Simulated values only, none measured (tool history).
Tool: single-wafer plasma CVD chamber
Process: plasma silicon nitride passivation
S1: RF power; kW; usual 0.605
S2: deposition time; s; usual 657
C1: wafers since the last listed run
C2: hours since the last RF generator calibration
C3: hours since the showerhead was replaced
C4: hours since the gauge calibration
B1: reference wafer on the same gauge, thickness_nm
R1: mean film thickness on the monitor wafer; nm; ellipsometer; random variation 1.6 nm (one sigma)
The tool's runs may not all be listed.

run	day	S1	S2	C1	C2	C3	C4	B1	R1
1	0.000	0.510	657	0	1644.1	4428.1	23.6	1221.369	1046.217
2	0.429	0.510	657	29	1654.4	4438.4	33.9	1220.743	1047.185
3	1.171	0.605	657	50	1672.2	4456.2	51.7	1221.016	1090.115
4	1.442	0.605	657	18	1678.7	4462.7	58.2	1221.316	1092.896
5	2.162	0.605	657	49	1696.0	4480.0	75.5	1221.797	1092.517
6	2.758	0.605	657	40	1710.3	4494.3	89.8	1222.438	1092.906
7	3.104	0.605	657	23	1718.6	4502.6	98.1	1222.945	1091.713
8	3.796	0.605	657	47	1735.2	4519.2	114.7	1223.841	1097.428
# day 4.167: showerhead replaced
9	4.442	0.605	657	21	1750.7	6.6	130.2	1224.791	1096.722
10	4.942	0.605	657	34	1762.7	18.6	142.2	1224.859	1093.498
11	5.438	0.605	657	34	1774.6	30.5	154.1	1226.472	1098.650
12	6.042	0.605	657	41	1789.1	45.0	168.6	1227.307	1100.850
13	6.475	0.605	657	29	1799.5	55.4	179.0	1228.201	1099.896
14	7.067	0.665	582	40	1813.7	69.6	193.2	1229.922	998.324
# day 7.517: gauge calibrated
15	7.558	0.530	719	33	1825.5	81.4	1.0	1220.602	1157.181
16	8.246	0.670	588	47	1842.0	97.9	17.5	1220.410	1003.654
# day 8.958: RF generator calibrated
17	8.979	0.725	539	27	0.5	115.5	35.1	1220.625	940.143
18	9.333	0.605	755	24	9.0	124.0	43.6	1220.753	1253.941
19	10.017	0.605	657	46	25.4	140.4	60.0	1220.366	1093.430
20	10.758	0.605	657	50	43.2	158.2	77.8	1222.247	1092.389
21	11.058	0.500	704	20	50.4	165.4	85.0	1221.888	1116.159
22	11.438	0.570	606	26	59.5	174.5	94.1	1222.226	994.985
23	12.000	0.660	787	38	73.0	188.0	107.6	1222.461	1341.448
24	12.271	0.675	557	18	79.5	194.5	114.1	1223.747	956.483
25	12.554	0.495	709	19	86.3	201.3	120.9	1224.097	1121.553
26	13.192	0.655	719	43	101.6	216.6	136.2	1224.778	1223.485
27	13.533	0.605	529	23	109.8	224.8	144.4	1225.219	884.617

The same runs without the tool's hidden state, with the same run-to-run variation:
The hidden state here: delivered RF power above the setpoint (%); gauge reads high (%).
run	R1
1	1045.638
2	1046.484
3	1089.063
4	1091.690
5	1090.822
6	1090.710
7	1089.190
8	1094.142
9	1092.634
10	1088.733
11	1093.116
12	1094.315
13	1092.603
14	990.694
15	1157.174
16	1003.588
17	939.912
18	1253.471
19	1092.659
20	1091.099
21	1114.587
22	993.270
23	1338.428
24	954.064
25	1118.369
26	1219.083
27	881.041
